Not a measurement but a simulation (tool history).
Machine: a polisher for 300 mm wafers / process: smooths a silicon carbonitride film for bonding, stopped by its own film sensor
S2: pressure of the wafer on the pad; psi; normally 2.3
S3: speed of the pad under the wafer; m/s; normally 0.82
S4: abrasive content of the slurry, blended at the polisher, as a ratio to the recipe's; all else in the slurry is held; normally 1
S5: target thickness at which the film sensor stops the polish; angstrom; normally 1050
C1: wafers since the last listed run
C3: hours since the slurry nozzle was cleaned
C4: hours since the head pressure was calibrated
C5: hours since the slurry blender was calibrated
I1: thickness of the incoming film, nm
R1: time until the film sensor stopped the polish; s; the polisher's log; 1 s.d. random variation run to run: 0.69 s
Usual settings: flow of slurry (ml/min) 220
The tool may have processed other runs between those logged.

run 1 hour=0 | flow_of_slurry_(ml/min)=220 S2=2.3 S3=0.82 S4=1 S5=1050 | C1=0 wafers_polished_on_this_pad=683 C3=269.5 C4=505.5 C5=18.9 | I1=131.9 | R1=86.1
-- hour=7.9 worn pad replaced by a new one
run 2 hour=19.9 | flow_of_slurry_(ml/min)=220 S2=2.3 S3=0.82 S4=1 S5=1050 | C1=111 wafers_polished_on_this_pad=84 C3=289.4 C4=525.4 C5=38.8 | I1=127.8 | R1=73.9
run 3 hour=34.5 | flow_of_slurry_(ml/min)=220 S2=2.3 S3=0.82 S4=1 S5=1050 | C1=102 wafers_polished_on_this_pad=187 C3=304 C4=540 C5=53.4 | I1=131 | R1=83.5
run 4 hour=62.6 | flow_of_slurry_(ml/min)=220 S2=2.3 S3=0.82 S4=1 S5=1050 | C1=197 wafers_polished_on_this_pad=384 C3=332.1 C4=568.1 C5=81.5 | I1=127.6 | R1=72.3
run 5 hour=87.6 | flow_of_slurry_(ml/min)=220 S2=2.3 S3=1 S4=1 S5=1050 | C1=175 wafers_polished_on_this_pad=560 C3=357.1 C4=593.1 C5=106.5 | I1=128.4 | R1=67.6
-- hour=108.8 worn pad replaced by a new one
run 6 hour=109.3 | flow_of_slurry_(ml/min)=220 S2=2.3 S3=1 S4=1 S5=1050 | C1=124 wafers_polished_on_this_pad=3 C3=378.8 C4=614.8 C5=128.2 | I1=129.5 | R1=71.1
run 7 hour=133.1 | flow_of_slurry_(ml/min)=220 S2=2.3 S3=1 S4=1 S5=1050 | C1=167 wafers_polished_on_this_pad=170 C3=402.6 C4=638.6 C5=152 | I1=129.4 | R1=72.3
-- hour=152.8 slurry blender recalibrated
run 8 hour=160 | flow_of_slurry_(ml/min)=220 S2=2.3 S3=0.82 S4=1.2 S5=1050 | C1=175 wafers_polished_on_this_pad=346 C3=429.5 C4=665.5 C5=7.2 | I1=130 | R1=74.5
run 9 hour=182.1 | flow_of_slurry_(ml/min)=220 S2=2.3 S3=0.82 S4=1.2 S5=1050 | C1=155 wafers_polished_on_this_pad=501 C3=451.6 C4=687.6 C5=29.3 | I1=129.5 | R1=73.4
run 10 hour=195.7 | flow_of_slurry_(ml/min)=220 S2=2.3 S3=0.82 S4=1.2 S5=1050 | C1=95 wafers_polished_on_this_pad=597 C3=465.2 C4=701.2 C5=42.9 | I1=130.2 | R1=75.4
-- hour=202.7 head pressure recalibrated
-- hour=206.9 slurry nozzle cleaned
run 11 hour=210.7 | flow_of_slurry_(ml/min)=195 S2=2.3 S3=0.82 S4=1 S5=1050 | C1=84 wafers_polished_on_this_pad=681 C3=3.8 C4=8 C5=57.9 | I1=132 | R1=91.3
run 12 hour=222.8 | flow_of_slurry_(ml/min)=200 S2=2.3 S3=0.82 S4=1 S5=1050 | C1=85 wafers_polished_on_this_pad=767 C3=15.9 C4=20.1 C5=70 | I1=129.1 | R1=80.5
-- hour=227.1 worn pad replaced by a new one
run 13 hour=238.1 | flow_of_slurry_(ml/min)=190 S2=2.3 S3=0.82 S4=1 S5=1050 | C1=79 wafers_polished_on_this_pad=77 C3=31.2 C4=35.4 C5=85.3 | I1=131.3 | R1=89.2
run 14 hour=258.1 | flow_of_slurry_(ml/min)=220 S2=2 S3=0.82 S4=1 S5=1080 | C1=140 wafers_polished_on_this_pad=218 C3=51.2 C4=55.4 C5=105.3 | I1=128.6 | R1=78.1
-- hour=309.3 slurry blender recalibrated
-- hour=330.5 worn pad replaced by a new one
run 15 hour=365.6 | flow_of_slurry_(ml/min)=175 S2=2.3 S3=0.82 S4=1 S5=1050 | C1=714 wafers_polished_on_this_pad=246 C3=158.7 C4=162.9 C5=56.3 | I1=130.2 | R1=83.7
run 16 hour=393.3 | flow_of_slurry_(ml/min)=220 S2=2.3 S3=0.82 S4=0.85 S5=1050 | C1=194 wafers_polished_on_this_pad=441 C3=186.4 C4=190.6 C5=84 | I1=129.2 | R1=85.4
run 17 hour=420.2 | flow_of_slurry_(ml/min)=220 S2=2 S3=0.82 S4=1 S5=1080 | C1=189 wafers_polished_on_this_pad=631 C3=213.3 C4=217.5 C5=110.9 | I1=132.3 | R1=90.6
-- hour=434.3 worn pad replaced by a new one
run 18 hour=440.8 | flow_of_slurry_(ml/min)=285 S2=1.5 S3=1 S4=1 S5=1050 | C1=116 wafers_polished_on_this_pad=45 C3=233.9 C4=238.1 C5=131.5 | I1=131.5 | R1=107.3
run 19 hour=471.4 | flow_of_slurry_(ml/min)=220 S2=2.9 S3=0.82 S4=1 S5=990 | C1=215 wafers_polished_on_this_pad=261 C3=264.5 C4=268.7 C5=162.1 | I1=131.7 | R1=91.8
-- hour=480.1 slurry blender recalibrated
run 20 hour=487.6 | flow_of_slurry_(ml/min)=220 S2=2.3 S3=0.82 S4=1 S5=1050 | C1=99 wafers_polished_on_this_pad=361 C3=280.7 C4=284.9 C5=7.5 | I1=132.9 | R1=90.5
run 21 hour=509.4 | flow_of_slurry_(ml/min)=220 S2=2.3 S3=0.82 S4=1 S5=1050 | C1=153 wafers_polished_on_this_pad=514 C3=302.5 C4=306.7 C5=29.3 | I1=132.7 | R1=89.3
run 22 hour=534 | flow_of_slurry_(ml/min)=255 S2=2 S3=0.82 S4=1.2 S5=980 | C1=173 wafers_polished_on_this_pad=687 C3=327.1 C4=331.3 C5=53.9 | I1=131.9 | R1=109

Consider 3 possible next runs. They are alternatives, not a sequence: every one starts from the tool as it was left by run 22. What does each give?
run A hour=534.5 | flow_of_slurry_(ml/min)=220 S2=2.3 S3=0.82 S4=1 S5=1050 | C1=3 wafers_polished_on_this_pad=691 C3=327.6 C4=331.8 C5=54.4 | I1=129.2 | R1=?
run B hour=534.5 | flow_of_slurry_(ml/min)=265 S2=1.9 S3=0.82 S4=1 S5=1050 | C1=3 wafers_polished_on_this_pad=691 C3=327.6 C4=331.8 C5=54.4 | I1=129.2 | R1=?
run C hour=534.5 | flow_of_slurry_(ml/min)=145 S2=2.3 S3=0.56 S4=1 S5=1140 | C1=3 wafers_polished_on_this_pad=691 C3=327.6 C4=331.8 C5=54.4 | I1=129.2 | R1=?

run=A R1=79.3
run=B R1=90.7
run=C R1=68
With the hidden condition removed and each run's random variation left untouched, the same runs would have given:
run=A R1=78.5
run=B R1=89.8
run=C R1=67.3
